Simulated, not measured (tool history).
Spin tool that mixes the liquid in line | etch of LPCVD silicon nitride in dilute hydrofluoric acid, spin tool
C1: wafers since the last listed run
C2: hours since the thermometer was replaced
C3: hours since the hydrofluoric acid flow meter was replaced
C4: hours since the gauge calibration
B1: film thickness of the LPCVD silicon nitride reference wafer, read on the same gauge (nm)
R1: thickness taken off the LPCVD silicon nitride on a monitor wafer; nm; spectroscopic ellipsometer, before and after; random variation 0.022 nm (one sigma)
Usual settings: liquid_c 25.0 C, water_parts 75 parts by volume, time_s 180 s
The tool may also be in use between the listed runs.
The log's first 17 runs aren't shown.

run 18 hour=474.6 | liquid_c=25.0 water_parts=75 time_s=180 | C1=252 C2=1945.7 C3=35.9 C4=357.2 | B1=109.993 | R1=1.116
run 19 hour=493.1 | liquid_c=27.0 water_parts=90 time_s=275 | C1=174 C2=1964.2 C3=54.4 C4=375.7 | B1=110.013 | R1=1.667
run 20 hour=522.1 | liquid_c=29.5 water_parts=75 time_s=125 | C1=273 C2=1993.2 C3=83.4 C4=404.7 | B1=110.011 | R1=1.079
run 21 hour=541.0 | liquid_c=25.0 water_parts=55 time_s=180 | C1=177 C2=2012.1 C3=102.3 C4=423.6 | B1=109.996 | R1=1.545
-- hour=561.8 thermometer replaced
run 22 hour=562.3 | liquid_c=23.5 water_parts=100 time_s=180 | C1=191 C2=0.5 C3=123.6 C4=444.9 | B1=110.009 | R1=0.917
run 23 hour=590.0 | liquid_c=23.5 water_parts=105 time_s=100 | C1=260 C2=28.2 C3=151.3 C4=472.6 | B1=109.996 | R1=0.467
run 24 hour=620.9 | liquid_c=25.0 water_parts=75 time_s=180 | C1=290 C2=59.1 C3=182.2 C4=503.5 | B1=109.995 | R1=1.276
run 25 hour=652.1 | liquid_c=27.5 water_parts=95 time_s=125 | C1=293 C2=90.3 C3=213.4 C4=534.7 | B1=110.010 | R1=0.836
run 26 hour=668.6 | liquid_c=25.0 water_parts=75 time_s=180 | C1=155 C2=106.8 C3=229.9 C4=551.2 | B1=110.035 | R1=1.283
run 27 hour=684.9 | liquid_c=20.0 water_parts=75 time_s=260 | C1=153 C2=123.1 C3=246.2 C4=567.5 | B1=109.982 | R1=1.320
run 28 hour=709.6 | liquid_c=25.0 water_parts=60 time_s=280 | C1=232 C2=147.8 C3=270.9 C4=592.2 | B1=110.026 | R1=2.516
-- hour=726.8 gauge calibrated
run 29 hour=753.9 | liquid_c=29.5 water_parts=75 time_s=180 | C1=417 C2=192.1 C3=315.2 C4=27.1 | B1=109.990 | R1=1.732
run 30 hour=774.7 | liquid_c=25.0 water_parts=75 time_s=215 | C1=195 C2=212.9 C3=336.0 C4=47.9 | B1=109.994 | R1=1.524
run 31 hour=788.6 | liquid_c=25.0 water_parts=75 time_s=180 | C1=130 C2=226.8 C3=349.9 C4=61.8 | B1=110.003 | R1=1.264

5 ways to go on from here, each from the tool as it stands after run 31. What would each give?
run A hour=789.1 | liquid_c=25.0 water_parts=75 time_s=180 | C1=4 C2=227.3 C3=350.4 C4=62.3 | B1=? | R1=?
run B hour=789.1 | liquid_c=25.0 water_parts=105 time_s=280 | C1=4 C2=227.3 C3=350.4 C4=62.3 | B1=? | R1=?
run C hour=789.1 | liquid_c=27.5 water_parts=55 time_s=230 | C1=4 C2=227.3 C3=350.4 C4=62.3 | B1=? | R1=?
run D hour=789.1 | liquid_c=28.0 water_parts=60 time_s=90 | C1=4 C2=227.3 C3=350.4 C4=62.3 | B1=? | R1=?
run E hour=789.1 | liquid_c=27.5 water_parts=100 time_s=180 | C1=4 C2=227.3 C3=350.4 C4=62.3 | B1=? | R1=?

run=A B1=110.000 R1=1.287
run=B B1=110.000 R1=1.436
run=C B1=110.000 R1=2.634
run=D B1=110.000 R1=0.977
run=E B1=110.000 R1=1.140
Without the tool's hidden state the same runs would have given:
run=A R1=1.336
run=B R1=1.490
run=C R1=2.732
run=D R1=1.014
run=E R1=1.181
